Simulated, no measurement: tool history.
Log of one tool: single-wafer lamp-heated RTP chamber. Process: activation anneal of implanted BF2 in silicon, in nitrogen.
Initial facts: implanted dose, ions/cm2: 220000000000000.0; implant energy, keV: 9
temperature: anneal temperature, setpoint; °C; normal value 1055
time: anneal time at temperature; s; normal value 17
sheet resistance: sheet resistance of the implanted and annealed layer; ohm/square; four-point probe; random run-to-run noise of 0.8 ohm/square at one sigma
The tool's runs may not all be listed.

run   hour  temperature  time  wafers since the last listed run  wafers since the last pyrometer calibration  wafers since the reflector plate was cleaned  hours since the gauge calibration  read-back reference wafer on the same gauge, sheet resistance  sheet resistance
  1    0.0         1055    17                                 0                                         5037                                          4873                              127.5                                                         521.81            484.92
  2   31.1         1055    17                               390                                         5427                                          5264                              158.6                                                         521.76            484.81
  3   84.8         1055    17                               673                                         6101                                          5938                              212.3                                                         521.98            485.34
  4  196.3         1055    17                              1399                                         7500                                          7337                              323.8                                                         522.04            485.06
  5  241.0         1055    17                               560                                         8061                                          7898                              368.5                                                         521.83            484.32
  6  286.3         1055    17                               568                                         8630                                          8466                              413.8                                                         521.66            483.81
     298.0  -- pyrometer window cleaned and pyrometer calibrated
  7  325.2         1055    17                               387                                          341                                          8854                              452.7                                                         522.12            489.41
  8  362.3         1055    17                               465                                          806                                          9320                              489.8                                                         521.65            488.59
  9  428.2         1072    26                               826                                         1633                                         10147                              555.7                                                         522.01            473.60
     443.5  -- gauge calibrated
     447.1  -- reflector plate cleaned
 10  476.9         1055    17                               510                                         2144                                           373                               33.4                                                         522.48            489.28
 11  503.3         1072     9                               331                                         2475                                           705                               59.8                                                         522.29            495.51
 12  545.1         1047     9                               524                                         3000                                          1229                              101.6                                                         522.02            501.06
 13  569.5         1063     9                               306                                         3306                                          1535                              126.0                                                         521.73            496.02
 14  638.5         1041    21                               865                                         4172                                          2401                              195.0                                                         521.80            489.82
 15  695.5         1081    10                               715                                         4887                                          3116                              252.0                                                         521.81            490.05
 16  753.0         1055    27                               721                                         5609                                          3838                              309.5                                                         522.26            478.93
 17  784.0         1055    26                               389                                         5998                                          4227                              340.5                                                         522.07            479.20

Describe how what the log doesn't record of the tool's condition differs between the last listed run preceding each entry between runs and the first listed run following it.
Logged between run 6 and run 7: pyrometer window cleaned and pyrometer calibrated (hour 298.0)
  true wafer temperature minus pyrometer reading, K: 15.7 -> 0.098
  measured minus no-state result, sheet resistance: -5.26 -> -0.04 ohm/square
Logged between run 9 and run 10: gauge calibrated (hour 443.5); reflector plate cleaned (hour 447.1)
  true wafer temperature minus pyrometer reading, K: 0.533 -> 0.936
  measured minus no-state result, sheet resistance: -0.28 -> -0.32 ohm/square

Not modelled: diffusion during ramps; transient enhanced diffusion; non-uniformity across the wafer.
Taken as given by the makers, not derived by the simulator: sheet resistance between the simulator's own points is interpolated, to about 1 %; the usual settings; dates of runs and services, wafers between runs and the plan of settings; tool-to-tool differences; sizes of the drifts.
